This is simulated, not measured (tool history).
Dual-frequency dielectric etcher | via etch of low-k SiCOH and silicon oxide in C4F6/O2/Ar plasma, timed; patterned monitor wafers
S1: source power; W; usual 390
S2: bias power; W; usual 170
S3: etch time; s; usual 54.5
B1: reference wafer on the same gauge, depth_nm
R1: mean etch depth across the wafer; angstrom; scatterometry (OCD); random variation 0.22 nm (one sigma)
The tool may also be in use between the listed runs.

Run 1, hour 0: usual settings but S1 470 W; B1 175.1. Result: R1 1564 angstrom.
Run 2, hour 71.5: usual settings but S1 470 W; B1 175. Result: R1 1578 angstrom.
At hour 88: gauge calibrated.
Run 3, hour 119.7: usual settings but S1 470 W; B1 175.1. Result: R1 1574 angstrom.
Run 4, hour 152.3: usual settings but S3 63.5 s; B1 175. Result: R1 1766 angstrom.
Run 5, hour 185.9: usual settings; B1 175. Result: R1 1518 angstrom.
At hour 259.7: wet clean of the chamber.
Run 6, hour 260.2: usual settings; B1 175. Result: R1 1501 angstrom.
Run 7, hour 453.3: usual settings; B1 175.1. Result: R1 1510 angstrom.
At hour 458: bias power generator calibrated.
At hour 510.8: source power generator calibrated.
Run 8, hour 513: usual settings but S2 143 W; B1 175. Result: R1 1435 angstrom.
Run 9, hour 546.3: usual settings but S2 143 W; B1 175.1. Result: R1 1442 angstrom.
Run 10, hour 589.2: usual settings but S2 143 W; B1 175.1. Result: R1 1438 angstrom.
At hour 637.1: wet clean of the chamber.
At hour 637.7: upper electrode replaced.
Run 11, hour 638.2: usual settings; B1 175. Result: R1 1498 angstrom.
Run 12, hour 695.6: usual settings; B1 175. Result: R1 1501 angstrom.
Run 13, hour 736.9: usual settings but S1 350 W, S2 139 W, S3 40.5 s; B1 175.1. Result: R1 1028 angstrom.
Run 14, hour 788.3: usual settings but S1 300 W, S3 66 s; B1 175.1. Result: R1 1742 angstrom.
Run 15, hour 851.7: usual settings but S1 330 W, S2 136 W, S3 40.5 s; B1 174.9. Result: R1 1015 angstrom.
At hour 868.9: gauge calibrated.
Run 16, hour 893.1: usual settings but S1 300 W; B1 175. Result: R1 1447 angstrom.
At hour 975: wet clean of the chamber.
Run 17, hour 975.5: usual settings but S1 420 W, S2 201 W, S3 63.5 s; B1 175. Result: R1 1869 angstrom.
Run 18, hour 1019.5: usual settings but S1 480 W, S2 144 W; B1 174.9. Result: R1 1483 angstrom.
Run 19, hour 1046.4: usual settings; B1 174.8. Result: R1 1506 angstrom.
Run 20, hour 1076.9: usual settings but S1 340 W, S3 60 s; B1 175. Result: R1 1609 angstrom.
Run 21, hour 1110: usual settings but S1 430 W, S2 188 W, S3 61.5 s; B1 175. Result: R1 1791 angstrom.
Run 22, hour 1144.6: usual settings; B1 175. Result: R1 1508 angstrom.

The next listed run, before its measurement:
Run 23, hour 1176.3: usual settings; B1 ?. Result: R1 ?.

Run 23 gave B1 175, R1 1510 angstrom.
Without the tool's hidden state the same run would have given R1 1496 angstrom.
